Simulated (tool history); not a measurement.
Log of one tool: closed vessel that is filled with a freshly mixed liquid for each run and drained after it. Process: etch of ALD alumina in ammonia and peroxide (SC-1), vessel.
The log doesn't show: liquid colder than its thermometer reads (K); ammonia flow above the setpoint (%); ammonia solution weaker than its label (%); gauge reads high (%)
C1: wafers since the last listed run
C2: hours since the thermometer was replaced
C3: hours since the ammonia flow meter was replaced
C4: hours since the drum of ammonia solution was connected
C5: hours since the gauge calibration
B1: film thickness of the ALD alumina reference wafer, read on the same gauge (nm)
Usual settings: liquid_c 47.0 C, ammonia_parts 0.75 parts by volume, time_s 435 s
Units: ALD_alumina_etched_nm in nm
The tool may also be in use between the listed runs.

run 1 hour=0.0 | liquid_c=47.0 ammonia_parts=0.75 time_s=435 | C1=0 C2=1070.6 C3=16.0 C4=465.3 C5=935.8 | B1=119.96 | ALD_alumina_etched_nm=13.25
-- hour=11.7 new drum of ammonia solution connected
run 2 hour=58.7 | liquid_c=47.0 ammonia_parts=0.75 time_s=435 | C1=3058 C2=1129.3 C3=74.7 C4=47.0 C5=994.5 | B1=119.96 | ALD_alumina_etched_nm=13.33
run 3 hour=160.0 | liquid_c=47.0 ammonia_parts=0.75 time_s=305 | C1=5370 C2=1230.6 C3=176.0 C4=148.3 C5=1095.8 | B1=119.95 | ALD_alumina_etched_nm=9.31
run 4 hour=226.5 | liquid_c=47.0 ammonia_parts=0.75 time_s=305 | C1=3525 C2=1297.1 C3=242.5 C4=214.8 C5=1162.3 | B1=120.01 | ALD_alumina_etched_nm=9.36
-- hour=267.5 gauge calibrated
run 5 hour=292.7 | liquid_c=47.0 ammonia_parts=0.75 time_s=435 | C1=3509 C2=1363.3 C3=308.7 C4=281.0 C5=25.2 | B1=119.99 | ALD_alumina_etched_nm=13.25
run 6 hour=358.4 | liquid_c=47.0 ammonia_parts=0.75 time_s=435 | C1=3483 C2=1429.0 C3=374.4 C4=346.7 C5=90.9 | B1=120.04 | ALD_alumina_etched_nm=13.21
run 7 hour=434.5 | liquid_c=47.0 ammonia_parts=0.75 time_s=435 | C1=4034 C2=1505.1 C3=450.5 C4=422.8 C5=167.0 | B1=120.07 | ALD_alumina_etched_nm=13.14
run 8 hour=475.5 | liquid_c=47.0 ammonia_parts=0.75 time_s=435 | C1=2173 C2=1546.1 C3=491.5 C4=463.8 C5=208.0 | B1=119.98 | ALD_alumina_etched_nm=13.25
-- hour=500.7 new drum of ammonia solution connected
run 9 hour=562.0 | liquid_c=47.0 ammonia_parts=0.75 time_s=435 | C1=4532 C2=1632.6 C3=578.0 C4=61.3 C5=294.5 | B1=119.98 | ALD_alumina_etched_nm=13.20
run 10 hour=663.9 | liquid_c=47.0 ammonia_parts=0.75 time_s=435 | C1=5402 C2=1734.5 C3=679.9 C4=163.2 C5=396.4 | B1=119.98 | ALD_alumina_etched_nm=13.16
run 11 hour=767.9 | liquid_c=47.0 ammonia_parts=0.75 time_s=435 | C1=5513 C2=1838.5 C3=783.9 C4=267.2 C5=500.4 | B1=119.99 | ALD_alumina_etched_nm=13.27
run 12 hour=852.9 | liquid_c=40.5 ammonia_parts=0.75 time_s=435 | C1=4506 C2=1923.5 C3=868.9 C4=352.2 C5=585.4 | B1=120.03 | ALD_alumina_etched_nm=9.02
run 13 hour=957.4 | liquid_c=47.0 ammonia_parts=0.75 time_s=435 | C1=5539 C2=2028.0 C3=973.4 C4=456.7 C5=689.9 | B1=120.03 | ALD_alumina_etched_nm=13.15
-- hour=963.8 new drum of ammonia solution connected
run 14 hour=1048.3 | liquid_c=47.0 ammonia_parts=0.75 time_s=435 | C1=4765 C2=2118.9 C3=1064.3 C4=84.5 C5=780.8 | B1=120.02 | ALD_alumina_etched_nm=13.15
run 15 hour=1116.5 | liquid_c=47.0 ammonia_parts=0.60 time_s=435 | C1=3615 C2=2187.1 C3=1132.5 C4=152.7 C5=849.0 | B1=120.01 | ALD_alumina_etched_nm=12.87
run 16 hour=1203.1 | liquid_c=47.0 ammonia_parts=0.75 time_s=650 | C1=4591 C2=2273.7 C3=1219.1 C4=239.3 C5=935.6 | B1=119.97 | ALD_alumina_etched_nm=19.55
run 17 hour=1282.4 | liquid_c=47.0 ammonia_parts=0.75 time_s=630 | C1=4204 C2=2353.0 C3=1298.4 C4=318.6 C5=1014.9 | B1=120.02 | ALD_alumina_etched_nm=18.95
run 18 hour=1333.4 | liquid_c=47.0 ammonia_parts=0.85 time_s=230 | C1=2703 C2=2404.0 C3=1349.4 C4=369.6 C5=1065.9 | B1=120.02 | ALD_alumina_etched_nm=7.03
run 19 hour=1370.5 | liquid_c=39.5 ammonia_parts=1.05 time_s=435 | C1=1966 C2=2441.1 C3=1386.5 C4=406.7 C5=1103.0 | B1=119.99 | ALD_alumina_etched_nm=8.71
run 20 hour=1432.2 | liquid_c=42.0 ammonia_parts=0.75 time_s=435 | C1=3270 C2=2502.8 C3=1448.2 C4=468.4 C5=1164.7 | B1=120.00 | ALD_alumina_etched_nm=9.83
run 21 hour=1490.0 | liquid_c=47.0 ammonia_parts=0.75 time_s=435 | C1=3064 C2=2560.6 C3=1506.0 C4=526.2 C5=1222.5 | B1=120.00 | ALD_alumina_etched_nm=13.06
-- hour=1505.1 new drum of ammonia solution connected
-- hour=1510.6 thermometer replaced
run 22 hour=1548.1 | liquid_c=47.0 ammonia_parts=1.10 time_s=435 | C1=2974 C2=37.5 C3=1564.1 C4=43.0 C5=1280.6 | B1=120.00 | ALD_alumina_etched_nm=13.87
-- hour=1569.1 ammonia flow meter replaced
run 23 hour=1619.6 | liquid_c=51.5 ammonia_parts=0.75 time_s=320 | C1=3737 C2=109.0 C3=50.5 C4=114.5 C5=1352.1 | B1=120.01 | ALD_alumina_etched_nm=12.68
-- hour=1638.0 gauge calibrated
run 24 hour=1702.0 | liquid_c=47.0 ammonia_parts=1.05 time_s=235 | C1=4368 C2=191.4 C3=132.9 C4=196.9 C5=64.0 | B1=120.01 | ALD_alumina_etched_nm=7.48

The next listed run, before its measurement:
run 25 hour=1753.3 | liquid_c=50.5 ammonia_parts=0.55 time_s=180 | C1=2719 C2=242.7 C3=184.2 C4=248.2 C5=115.3 | B1=? | ALD_alumina_etched_nm=?

{"run 25": {"B1": 120.02, "ALD_alumina_etched_nm": 6.49}}
Without the tool's hidden state the same run would have given ALD_alumina_etched_nm 6.51 nm.
